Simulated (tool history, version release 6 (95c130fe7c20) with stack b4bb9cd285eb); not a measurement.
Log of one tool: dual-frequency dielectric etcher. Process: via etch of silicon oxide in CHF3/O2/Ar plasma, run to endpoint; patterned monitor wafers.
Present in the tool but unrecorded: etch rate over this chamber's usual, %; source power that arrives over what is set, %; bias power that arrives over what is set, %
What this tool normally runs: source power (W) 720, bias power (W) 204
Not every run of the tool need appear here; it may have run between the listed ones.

| run | hour | source power (W) | bias power (W) | wafers since the last listed run | hours since the last wet clean | hours since the last source power generator calibration | hours since the last bias power generator calibration | hours since the last upper electrode change | incoming incoming film thickness, nm | endpoint time (s) |
|---|---|---|---|---|---|---|---|---|---|---|
| 1 | 0.0 | 640 | 204 | 0 | 275.7 | 4400.9 | 3682.6 | 3094.9 | 746.2 | 320.5 |
| 2 | 34.6 | 720 | 204 | 159 | 310.3 | 4435.5 | 3717.2 | 3129.5 | 739.8 | 306.2 |
| 3 | 91.8 | 720 | 204 | 263 | 367.5 | 4492.7 | 3774.4 | 3186.7 | 747.3 | 306.8 |
| 4 | 133.7 | 590 | 204 | 193 | 409.4 | 4534.6 | 3816.3 | 3228.6 | 735.4 | 320.2 |
| 5 | 186.9 | 590 | 204 | 245 | 462.6 | 4587.8 | 3869.5 | 3281.8 | 739.3 | 320.7 |
| 6 | 259.6 | 720 | 204 | 335 | 535.3 | 4660.5 | 3942.2 | 3354.5 | 741.3 | 301.9 |
| 7 | 320.0 | 720 | 204 | 278 | 595.7 | 4720.9 | 4002.6 | 3414.9 | 741.7 | 298.0 |
|  | 358.0 | source power generator calibrated |
| 8 | 370.8 | 720 | 204 | 215 | 646.5 | 12.8 | 4053.4 | 3465.7 | 736.4 | 299.5 |
|  | 413.6 | wet clean of the chamber |
| 9 | 422.0 | 720 | 204 | 125 | 8.4 | 64.0 | 4104.6 | 3516.9 | 736.7 | 312.7 |
|  | 472.5 | upper electrode replaced |
| 10 | 473.0 | 720 | 204 | 124 | 59.4 | 115.0 | 4155.6 | 0.5 | 742.7 | 314.4 |
| 11 | 482.7 | 560 | 204 | 44 | 69.1 | 124.7 | 4165.3 | 10.2 | 740.0 | 339.3 |
|  | 527.4 | bias power generator calibrated |
| 12 | 547.9 | 720 | 246 | 282 | 134.3 | 189.9 | 20.5 | 75.4 | 732.0 | 285.8 |
| 13 | 576.0 | 770 | 172 | 129 | 162.4 | 218.0 | 48.6 | 103.5 | 744.7 | 327.6 |
| 14 | 614.4 | 800 | 242 | 177 | 200.8 | 256.4 | 87.0 | 141.9 | 734.2 | 276.9 |
| 15 | 678.1 | 870 | 204 | 293 | 264.5 | 320.1 | 150.7 | 205.6 | 737.9 | 289.3 |
| 16 | 733.4 | 840 | 167 | 255 | 319.8 | 375.4 | 206.0 | 260.9 | 739.5 | 318.5 |
| 17 | 788.3 | 720 | 204 | 253 | 374.7 | 430.3 | 260.9 | 315.8 | 737.0 | 302.5 |
| 18 | 854.8 | 840 | 242 | 306 | 441.2 | 496.8 | 327.4 | 382.3 | 728.4 | 264.0 |
| 19 | 907.4 | 720 | 204 | 242 | 493.8 | 549.4 | 380.0 | 434.9 | 737.6 | 302.2 |

Here are 5 independent what-if runs from the current tool condition. What would each one return?
| A | 907.9 | 720 | 204 | 2 | 494.3 | 549.9 | 380.5 | 435.4 | 737.5 | ? |
| B | 907.9 | 890 | 239 | 2 | 494.3 | 549.9 | 380.5 | 435.4 | 737.5 | ? |
| C | 907.9 | 650 | 180 | 2 | 494.3 | 549.9 | 380.5 | 435.4 | 737.5 | ? |
| D | 907.9 | 770 | 169 | 2 | 494.3 | 549.9 | 380.5 | 435.4 | 737.5 | ? |
| E | 907.9 | 650 | 243 | 2 | 494.3 | 549.9 | 380.5 | 435.4 | 737.5 | ? |

| run | endpoint time (s) |
|---|---|
| A | 300.4 |
| B | 262.9 |
| C | 327.0 |
| D | 318.8 |
| E | 287.4 |
The same runs, with their run-to-run variation unchanged, on a tool lacking any hidden condition would have given:
| run | endpoint time (s) |
|---|---|
| A | 311.2 |
| B | 272.4 |
| C | 338.8 |
| D | 330.4 |
| E | 297.8 |

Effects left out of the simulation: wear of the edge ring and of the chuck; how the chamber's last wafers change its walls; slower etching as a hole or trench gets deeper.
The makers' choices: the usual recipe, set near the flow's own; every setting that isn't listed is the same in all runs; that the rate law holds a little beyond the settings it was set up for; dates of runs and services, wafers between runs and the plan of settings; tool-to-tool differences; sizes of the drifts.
